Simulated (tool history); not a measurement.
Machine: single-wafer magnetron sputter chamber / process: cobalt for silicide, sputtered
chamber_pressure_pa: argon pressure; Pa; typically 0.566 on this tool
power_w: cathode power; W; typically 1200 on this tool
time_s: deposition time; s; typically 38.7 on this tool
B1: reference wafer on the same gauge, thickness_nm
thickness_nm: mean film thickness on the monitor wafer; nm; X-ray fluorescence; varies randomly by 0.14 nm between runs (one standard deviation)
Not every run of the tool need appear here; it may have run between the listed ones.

Run 1, hour 0.0: usual settings but chamber_pressure_pa 0.714 Pa; B1 27.460. Result: thickness_nm 22.001 nm.
At hour 5.1: gauge calibrated.
Run 2, hour 45.4: usual settings but chamber_pressure_pa 0.714 Pa; B1 27.532. Result: thickness_nm 21.696 nm.
At hour 144.9: sputter target and shields replaced.
Run 3, hour 145.4: usual settings but chamber_pressure_pa 0.714 Pa; B1 27.511. Result: thickness_nm 22.988 nm.
Run 4, hour 178.0: usual settings; B1 27.451. Result: thickness_nm 23.414 nm.
Run 5, hour 233.8: usual settings but chamber_pressure_pa 0.737 Pa; B1 27.508. Result: thickness_nm 21.978 nm.
At hour 281.4: capacitance manometer re-zeroed and calibrated.
Run 6, hour 304.5: usual settings; B1 27.475. Result: thickness_nm 22.064 nm.
Run 7, hour 345.1: usual settings; B1 27.460. Result: thickness_nm 21.591 nm.
At hour 362.8: sputter target and shields replaced.
At hour 377.0: magnet pack replaced.
Run 8, hour 405.0: usual settings but time_s 41.8 s; B1 27.490. Result: thickness_nm 25.242 nm.
Run 9, hour 474.6: usual settings but chamber_pressure_pa 0.356 Pa, power_w 1050 W, time_s 34.6 s; B1 27.520. Result: thickness_nm 19.038 nm.
Run 10, hour 499.1: usual settings but power_w 1100 W, time_s 46.0 s; B1 27.458. Result: thickness_nm 24.860 nm.
At hour 538.8: gauge calibrated.
At hour 542.2: sputter target and shields replaced.
Run 11, hour 570.6: usual settings but chamber_pressure_pa 0.645 Pa, power_w 1500 W, time_s 35.0 s; B1 27.487. Result: thickness_nm 25.225 nm.
Run 12, hour 628.0: usual settings but chamber_pressure_pa 0.737 Pa; B1 27.479. Result: thickness_nm 21.551 nm.
Run 13, hour 684.0: usual settings but chamber_pressure_pa 0.697 Pa; B1 27.474. Result: thickness_nm 21.465 nm.
At hour 733.6: sputter target and shields replaced.
Run 14, hour 751.6: usual settings but chamber_pressure_pa 0.714 Pa; B1 27.454. Result: thickness_nm 22.809 nm.

What if the next run were any one of these 3? Each begins from the tool's condition after run 14:
Run A, hour 752.0: usual settings; B1 ?. Result: thickness_nm ?.
Run B, hour 752.0: usual settings but chamber_pressure_pa 0.667 Pa, time_s 42.1 s; B1 ?. Result: thickness_nm ?.
Run C, hour 752.0: usual settings but chamber_pressure_pa 0.463 Pa, power_w 1000 W, time_s 35.3 s; B1 ?. Result: thickness_nm ?.

run      B1  thickness_nm
  A  27.515        23.367
  B  27.515        24.788
  C  27.515        18.585
Without the tool's unlogged condition, the same runs would have read:
run  thickness_nm
  A        23.540
  B        24.971
  C        18.722

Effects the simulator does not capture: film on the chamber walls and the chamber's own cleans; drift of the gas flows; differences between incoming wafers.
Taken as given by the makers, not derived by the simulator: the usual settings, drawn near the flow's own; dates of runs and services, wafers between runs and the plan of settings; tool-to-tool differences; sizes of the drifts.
